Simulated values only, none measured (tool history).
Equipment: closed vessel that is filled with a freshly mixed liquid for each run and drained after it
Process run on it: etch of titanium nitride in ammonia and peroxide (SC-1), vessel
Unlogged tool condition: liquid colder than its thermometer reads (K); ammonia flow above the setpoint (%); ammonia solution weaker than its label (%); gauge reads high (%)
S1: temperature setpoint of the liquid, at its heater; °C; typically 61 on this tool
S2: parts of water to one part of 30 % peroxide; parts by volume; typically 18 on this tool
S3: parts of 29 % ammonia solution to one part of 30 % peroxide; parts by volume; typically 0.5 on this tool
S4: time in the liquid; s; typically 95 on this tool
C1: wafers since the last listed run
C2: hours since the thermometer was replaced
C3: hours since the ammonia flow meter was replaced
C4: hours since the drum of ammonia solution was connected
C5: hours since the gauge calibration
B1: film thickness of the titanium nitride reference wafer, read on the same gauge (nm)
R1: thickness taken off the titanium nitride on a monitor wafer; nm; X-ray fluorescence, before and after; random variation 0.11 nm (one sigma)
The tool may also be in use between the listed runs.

run 1 hour=0 | S1=61 S2=18 S3=0.7 S4=95 | C1=0 C2=1016.3 C3=568.8 C4=456.8 C5=471.9 | B1=117.92 | R1=14.14
-- hour=47.5 ammonia flow meter replaced
run 2 hour=73.3 | S1=61 S2=18 S3=0.7 S4=95 | C1=7088 C2=1089.6 C3=25.8 C4=530.1 C5=545.2 | B1=117.46 | R1=14.17
run 3 hour=169.9 | S1=61 S2=13.5 S3=0.5 S4=95 | C1=9471 C2=1186.2 C3=122.4 C4=626.7 C5=641.8 | B1=116.78 | R1=15.49
run 4 hour=257.9 | S1=61 S2=18 S3=0.5 S4=95 | C1=8628 C2=1274.2 C3=210.4 C4=714.7 C5=729.8 | B1=116.07 | R1=13.2
-- hour=263.3 gauge calibrated
run 5 hour=311.2 | S1=61 S2=18 S3=0.5 S4=95 | C1=5225 C2=1327.5 C3=263.7 C4=768 C5=47.9 | B1=120.17 | R1=13.32
-- hour=322.8 new drum of ammonia solution connected
run 6 hour=389.3 | S1=61 S2=18 S3=0.5 S4=95 | C1=7559 C2=1405.6 C3=341.8 C4=66.5 C5=126 | B1=120.07 | R1=13.59
run 7 hour=474 | S1=61 S2=18 S3=0.5 S4=80 | C1=8304 C2=1490.3 C3=426.5 C4=151.2 C5=210.7 | B1=119.92 | R1=11.34
run 8 hour=516.6 | S1=61 S2=18 S3=0.5 S4=80 | C1=4176 C2=1532.9 C3=469.1 C4=193.8 C5=253.3 | B1=119.79 | R1=11.5
run 9 hour=597.5 | S1=61 S2=18 S3=0.5 S4=80 | C1=7932 C2=1613.8 C3=550 C4=274.7 C5=334.2 | B1=119.51 | R1=11.39
-- hour=679.3 ammonia flow meter replaced
run 10 hour=686.8 | S1=69.5 S2=18 S3=0.5 S4=120 | C1=8657 C2=1703.1 C3=7.5 C4=364 C5=423.5 | B1=119.11 | R1=28.95
run 11 hour=723.3 | S1=61 S2=18 S3=0.5 S4=80 | C1=3578 C2=1739.6 C3=44 C4=400.5 C5=460 | B1=118.9 | R1=11.15
run 12 hour=788.6 | S1=61 S2=13.5 S3=0.4 S4=60 | C1=6402 C2=1804.9 C3=109.3 C4=465.8 C5=525.3 | B1=118.52 | R1=9.55
run 13 hour=864 | S1=56 S2=18 S3=0.4 S4=95 | C1=7392 C2=1880.3 C3=184.7 C4=541.2 C5=600.7 | B1=118.03 | R1=9.15

Run 14 comes next. What will it give?
run 14 hour=911.2 | S1=61 S2=18 S3=0.7 S4=60 | C1=4627 C2=1927.5 C3=231.9 C4=588.4 C5=647.9 | B1=? | R1=?

Run 14 gave B1 117.64, R1 8.73 nm.
Had the tool carried no hidden state, the very same run would have given R1 8.9 nm.
